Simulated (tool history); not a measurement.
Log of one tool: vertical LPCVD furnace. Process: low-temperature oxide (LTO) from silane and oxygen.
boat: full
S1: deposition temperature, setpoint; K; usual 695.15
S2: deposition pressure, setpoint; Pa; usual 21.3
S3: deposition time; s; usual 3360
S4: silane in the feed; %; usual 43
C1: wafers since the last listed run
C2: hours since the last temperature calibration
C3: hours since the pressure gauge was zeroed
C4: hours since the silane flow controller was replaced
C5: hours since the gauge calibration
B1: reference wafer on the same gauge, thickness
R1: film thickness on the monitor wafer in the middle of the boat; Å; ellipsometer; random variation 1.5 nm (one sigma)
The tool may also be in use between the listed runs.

run,hour,S1,S2,S3,S4,C1,C2,C3,C4,C5,B1,R1
1,0,695.15,21.3,3360,43,0,1800.3,1145.8,5643.9,548.7,610.72,5480.8
2,90,695.15,21.3,3360,43,1007,1890.3,1235.8,5733.9,638.7,610.92,5442.9
3,207.5,695.15,21.3,3360,43,1314,2007.8,1353.3,5851.4,756.2,611.37,5467.1
4,262.1,695.15,21.3,3360,43,611,2062.4,1407.9,5906,810.8,610.89,5440
5,329.1,695.15,21.3,3360,43,749,2129.4,1474.9,5973,877.8,610.64,5455.3
6,389.1,695.15,21.3,3360,43,671,2189.4,1534.9,6033,937.8,611.27,5458.8
7,467.5,695.15,21.3,3360,43,877,2267.8,1613.3,6111.4,1016.2,611.04,5444.8
# hour 560.5: silane flow controller replaced
8,561,695.15,21.3,2430,43,777,2361.3,1706.8,0.5,1109.7,611.19,3957.9
9,618.9,695.15,21.3,2430,43,647,2419.2,1764.7,58.4,1167.6,611.41,3944.5
# hour 663: pressure gauge zeroed
# hour 668.6: thermocouples replaced and temperature profile calibrated
10,715.6,695.15,18,3360,43,749,47,52.6,155.1,1264.3,610.97,4431.3
# hour 776.2: gauge calibrated
11,795.7,695.15,18,3360,43,896,127.1,132.7,235.2,19.5,611.05,4466.4
12,880.9,701.15,21.3,2280,43,953,212.3,217.9,320.4,104.7,610.66,3815.4
13,950,695.15,21.3,4380,43,773,281.4,287,389.5,173.8,611.01,6952.4
14,1006.1,691.15,18.7,3990,45,627,337.5,343.1,445.6,229.9,610.77,5602.8
15,1251.9,695.15,21.3,3360,43,2750,583.3,588.9,691.4,475.7,610.88,5385.9
16,1319,695.15,21.3,3360,43,750,650.4,656,758.5,542.8,611.42,5403.5
17,1407.1,695.15,21.3,3360,43,985,738.5,744.1,846.6,630.9,611.25,5416.6
18,1456.5,695.15,21.3,3360,43,552,787.9,793.5,896,680.3,611.01,5410.2
19,1533.4,695.15,21.3,4200,36,860,864.8,870.4,972.9,757.2,610.93,5541.3
20,1631.1,695.15,21.3,2070,50,1093,962.5,968.1,1070.6,854.9,610.99,3807.1
21,1725.8,706.15,21.3,4380,47,1059,1057.2,1062.8,1165.3,949.6,611.6,8468.9
22,1767.1,695.15,21.3,3900,41,462,1098.5,1104.1,1206.6,990.9,610.84,6005.8
23,1808.5,695.15,21.3,3360,46,463,1139.9,1145.5,1248,1032.3,610.89,5790.2

Some steps in R1 between neighbouring runs. How much of each would the tool show without its hidden state too (settings, what came in, random variation), and how much is left for the hidden state, with any gauge scatter that isn't in both results?
The hidden state here: true tube temperature minus thermocouple reading, K; true pressure minus gauge reading, mTorr; deviation of the silane flow from its setpoint, %; gauge reads high (%).
Run 9 -> 10: S2 21.3 -> 18, S3 2430 -> 3360, pressure gauge zeroed, thermocouples replaced and temperature profile calibrated. R1 +486.8 Å: hidden state -126.8, all else +613.6.
Run 12 -> 13: S1 701.15 -> 695.15, S3 2280 -> 4380. R1 +3137 Å: hidden state +59.2, all else +3077.8.
Run 20 -> 21: S1 695.15 -> 706.15, S3 2070 -> 4380, S4 50 -> 47. R1 +4661.8 Å: hidden state +145.5, all else +4516.3.
